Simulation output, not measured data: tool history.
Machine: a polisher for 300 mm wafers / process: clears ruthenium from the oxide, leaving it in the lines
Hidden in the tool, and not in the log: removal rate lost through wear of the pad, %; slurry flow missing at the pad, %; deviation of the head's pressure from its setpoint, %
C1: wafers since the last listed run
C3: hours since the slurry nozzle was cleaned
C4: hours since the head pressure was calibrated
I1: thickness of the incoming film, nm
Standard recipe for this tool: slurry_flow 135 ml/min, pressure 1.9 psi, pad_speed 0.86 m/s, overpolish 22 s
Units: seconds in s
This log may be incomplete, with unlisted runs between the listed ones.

Run 1, hour 0: usual settings but pressure 2.4 psi; C1 0; wafers polished on this pad 932; C3 80.5; C4 613.1; I1 111.8. Result: seconds 122.8 s.
Run 2, hour 62.2: usual settings but slurry_flow 155 ml/min; C1 552; wafers polished on this pad 1485; C3 142.7; C4 675.3; I1 110.4. Result: seconds 147.4 s.
Run 3, hour 127.7: usual settings but slurry_flow 155 ml/min; C1 582; wafers polished on this pad 2067; C3 208.2; C4 740.8; I1 109.7. Result: seconds 150.6 s.
Run 4, hour 206.5: usual settings but overpolish 29 s; C1 700; wafers polished on this pad 2768; C3 287; C4 819.6; I1 108.5. Result: seconds 153.4 s.
Run 5, hour 280.7: usual settings but overpolish 29 s; C1 659; wafers polished on this pad 3427; C3 361.2; C4 893.8; I1 108.1. Result: seconds 154.3 s.
At hour 321.8: head pressure recalibrated.
Run 6, hour 386: usual settings; C1 918; wafers polished on this pad 4346; C3 466.5; C4 64.2; I1 112.4. Result: seconds 172.2 s.
At hour 453.3: slurry nozzle cleaned.
Run 7, hour 485.3: usual settings; C1 873; wafers polished on this pad 5220; C3 32; C4 163.5; I1 111.5. Result: seconds 155.6 s.
At hour 504.6: worn pad replaced by a new one.
Run 8, hour 532.1: usual settings; C1 380; wafers polished on this pad 244; C3 78.8; C4 210.3; I1 108.8. Result: seconds 151.7 s.
Run 9, hour 612.3: usual settings; C1 712; wafers polished on this pad 957; C3 159; C4 290.5; I1 108. Result: seconds 153.2 s.
Run 10, hour 687.3: usual settings; C1 666; wafers polished on this pad 1623; C3 234; C4 365.5; I1 111.1. Result: seconds 155.8 s.
Run 11, hour 753.8: usual settings; C1 591; wafers polished on this pad 2215; C3 300.5; C4 432; I1 109. Result: seconds 155.3 s.
Run 12, hour 853.6: usual settings; C1 887; wafers polished on this pad 3102; C3 400.3; C4 531.8; I1 109.3. Result: seconds 161.2 s.
At hour 957.1: slurry nozzle cleaned.
Run 13, hour 957.6: usual settings; C1 915; wafers polished on this pad 4018; C3 0.5; C4 635.8; I1 109.9. Result: seconds 154.7 s.
Run 14, hour 997: usual settings; C1 350; wafers polished on this pad 4368; C3 39.9; C4 675.2; I1 110.1. Result: seconds 152.8 s.
At hour 1046.7: worn pad replaced by a new one.
Run 15, hour 1063.7: usual settings but pad_speed 1.06 m/s, overpolish 27 s; C1 557; wafers polished on this pad 150; C3 106.6; C4 741.9; I1 108.5. Result: seconds 123.6 s.
At hour 1183.7: head pressure recalibrated.
Run 16, hour 1184.2: usual settings but pad_speed 1.06 m/s, overpolish 27 s; C1 1053; wafers polished on this pad 1204; C3 227.1; C4 0.5; I1 110.3. Result: seconds 128.2 s.
Run 17, hour 1227.9: usual settings but pressure 2.3 psi; C1 388; wafers polished on this pad 1592; C3 270.8; C4 44.2; I1 109.5. Result: seconds 129.2 s.
Run 18, hour 1286.6: usual settings but slurry_flow 150 ml/min, overpolish 10 s; C1 521; wafers polished on this pad 2114; C3 329.5; C4 102.9; I1 108.7. Result: seconds 156.9 s.
Run 19, hour 1331.9: usual settings but pad_speed 0.74 m/s; C1 402; wafers polished on this pad 2517; C3 374.8; C4 148.2; I1 110.6. Result: seconds 186.7 s.
Run 20, hour 1400.3: usual settings but slurry_flow 100 ml/min; C1 608; wafers polished on this pad 3125; C3 443.2; C4 216.6; I1 109.2. Result: seconds 181.5 s.
Run 21, hour 1503.6: usual settings but slurry_flow 115 ml/min, pressure 1.5 psi, pad_speed 1.12 m/s, overpolish 14 s; C1 918; wafers polished on this pad 4043; C3 546.5; C4 319.9; I1 111.3. Result: seconds 183.2 s.
At hour 1522.8: slurry nozzle cleaned.
At hour 1549.1: worn pad replaced by a new one, of another model than before.
Run 22, hour 1726: usual settings but pad_speed 0.98 m/s, overpolish 13 s; C1 1932; wafers polished on this pad 1572; C3 203.2; C4 542.3; I1 108.5. Result: seconds 139.2 s.
At hour 1932.5: head pressure recalibrated.
At hour 2032.3: worn pad replaced by a new one.
Run 23, hour 2033.9: usual settings but slurry_flow 90 ml/min, pressure 1.3 psi; C1 2683; wafers polished on this pad 14; C3 511.1; C4 101.4; I1 110.5. Result: seconds 240 s.
Run 24, hour 2085.9: usual settings but pressure 2.3 psi, pad_speed 0.74 m/s; C1 462; wafers polished on this pad 476; C3 563.1; C4 153.4; I1 110.9. Result: seconds 190.2 s.
At hour 2102.8: slurry nozzle cleaned.
Run 25, hour 2122.1: usual settings but pressure 2.1 psi, pad_speed 0.66 m/s, overpolish 17 s; C1 312; wafers polished on this pad 789; C3 19.3; C4 189.6; I1 111.4. Result: seconds 176.2 s.
Run 26, hour 2224.1: usual settings; C1 906; wafers polished on this pad 1696; C3 121.3; C4 291.6; I1 109.7. Result: seconds 155.4 s.
Run 27, hour 2310.9: usual settings but slurry_flow 145 ml/min, pad_speed 1.06 m/s, overpolish 33 s; C1 771; wafers polished on this pad 2468; C3 208.1; C4 378.4; I1 109.5. Result: seconds 128.9 s.
Run 28, hour 2371.6: usual settings but slurry_flow 110 ml/min, pressure 2.4 psi, pad_speed 0.62 m/s, overpolish 10 s; C1 539; wafers polished on this pad 3007; C3 268.8; C4 439.1; I1 110.5. Result: seconds 190.2 s.
Run 29, hour 2473.4: usual settings but slurry_flow 110 ml/min, pressure 1.7 psi, pad_speed 1.04 m/s; C1 905; wafers polished on this pad 3912; C3 370.6; C4 540.9; I1 109.9. Result: seconds 174.1 s.
At hour 2504.9: worn pad replaced by a new one.
Run 30, hour 2525.3: usual settings but slurry_flow 125 ml/min, pad_speed 0.98 m/s, overpolish 27 s; C1 425; wafers polished on this pad 181; C3 422.5; C4 592.8; I1 111. Result: seconds 168.1 s.
Run 31, hour 2565.2: usual settings; C1 354; wafers polished on this pad 535; C3 462.4; C4 632.7; I1 111. Result: seconds 184.8 s.
Run 32, hour 2650.7: usual settings but pad_speed 0.64 m/s, overpolish 30 s; C1 760; wafers polished on this pad 1296; C3 547.9; C4 718.2; I1 109. Result: seconds 243.7 s.
At hour 2674.2: head pressure recalibrated.
At hour 2681.1: slurry nozzle cleaned.
Run 33, hour 2702.4: usual settings but pressure 1.5 psi, pad_speed 1.02 m/s; C1 432; wafers polished on this pad 1728; C3 21.3; C4 28.2; I1 111.1. Result: seconds 157 s.
Run 34, hour 2770.7: usual settings; C1 607; wafers polished on this pad 2336; C3 89.6; C4 96.5; I1 110.9. Result: seconds 155.2 s.

What the log doesn't show, run by run:
removal rate lost through wear of the pad, %: 0 in every run
deviation of the head's pressure from its setpoint, %: 0 in every run
H1: slurry flow missing at the pad, %
run    H1
  1   1.8
  2   3.5
  3  6.33
  4  11.1
  5  17.1
  6  27.8
  7  1.24
  8  1.88
  9  4.23
 10  7.86
 11  12.2
 12  20.8
 13  4.02
 14  4.22
 15  5.42
 16  10.4
 17    13
 18  17.4
 19  21.3
 20  28.2
 21  40.8
 22  5.69
 23  32.8
 24  39.7
 25  3.43
 26  5.19
 27  8.72
 28  12.3
 29  20.3
 30  25.4
 31  29.7
 32  40.4
 33  3.53
 34  4.46
